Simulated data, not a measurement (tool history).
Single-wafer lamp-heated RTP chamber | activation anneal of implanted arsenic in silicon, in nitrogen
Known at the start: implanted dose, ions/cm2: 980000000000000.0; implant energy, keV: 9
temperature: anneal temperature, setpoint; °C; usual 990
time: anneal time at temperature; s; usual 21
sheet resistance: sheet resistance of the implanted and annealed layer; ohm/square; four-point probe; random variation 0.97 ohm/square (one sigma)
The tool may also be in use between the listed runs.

| run | hour | temperature | time | read-back reference wafer on the same gauge, sheet resistance | sheet resistance |
|---|---|---|---|---|---|
| 1 | 0 | 968 | 21 | 173.02 | 187.76 |
| 2 | 47.8 | 990 | 21 | 172.99 | 170.88 |
| 3 | 83.7 | 990 | 21 | 172.92 | 169.35 |
| 4 | 133 | 990 | 21 | 173.15 | 170.81 |
| 5 | 204.4 | 1007 | 21 | 173.02 | 157.41 |
| 6 | 230 | 1007 | 21 | 172.91 | 157.2 |
| 7 | 257 | 998 | 21 | 172.94 | 163.56 |
| 8 | 286.9 | 998 | 21 | 173 | 165.39 |
| 9 | 334.3 | 990 | 21 | 172.8 | 170.77 |
|  | 346 | gauge calibrated |
|  | 385.1 | reflector plate cleaned |
| 10 | 396.3 | 990 | 21 | 173.06 | 171.5 |
| 11 | 455.5 | 990 | 21 | 172.83 | 170.08 |
| 12 | 483.2 | 990 | 21 | 172.93 | 170.28 |
| 13 | 510.9 | 990 | 21 | 172.91 | 169.87 |
| 14 | 540.5 | 990 | 21 | 172.84 | 170.57 |
| 15 | 603.8 | 1010 | 15 | 172.71 | 164.79 |
| 16 | 639.9 | 1003 | 13 | 173.06 | 173.37 |
| 17 | 672.6 | 1013 | 21 | 173.28 | 151.6 |
| 18 | 719.3 | 968 | 33 | 172.86 | 176.13 |
| 19 | 748 | 961 | 21 | 173.04 | 194.63 |
|  | 789.8 | pyrometer window cleaned and pyrometer calibrated |
| 20 | 800.6 | 971 | 16 | 173.14 | 191.93 |
| 21 | 859.4 | 1007 | 16 | 173 | 165.17 |
| 22 | 888.4 | 1018 | 10 | 172.93 | 168.24 |
| 23 | 947.2 | 1011 | 32 | 172.99 | 143.71 |
| 24 | 981.5 | 968 | 21 | 173.19 | 188.81 |
| 25 | 1047.1 | 990 | 21 | 173.14 | 171.55 |
| 26 | 1091.6 | 1009 | 21 | 173.04 | 156.72 |
| 27 | 1121.6 | 990 | 21 | 173.06 | 170.94 |

Forecast each of these 5 alternatives for the next run:
| A | 1122 | 990 | 16 | ? | ? |
| B | 1122 | 1019 | 27 | ? | ? |
| C | 1122 | 1016 | 32 | ? | ? |
| D | 1122 | 982 | 21 | ? | ? |
| E | 1122 | 998 | 33 | ? | ? |

| run | read-back reference wafer on the same gauge, sheet resistance | sheet resistance |
|---|---|---|
| A | 173.1 | 177.51 |
| B | 173.1 | 141.97 |
| C | 173.1 | 139.79 |
| D | 173.1 | 176.87 |
| E | 173.1 | 151.9 |
Without the tool's hidden state the same runs would have given:
| run | sheet resistance |
|---|---|
| A | 177.51 |
| B | 141.97 |
| C | 139.79 |
| D | 176.87 |
| E | 151.9 |
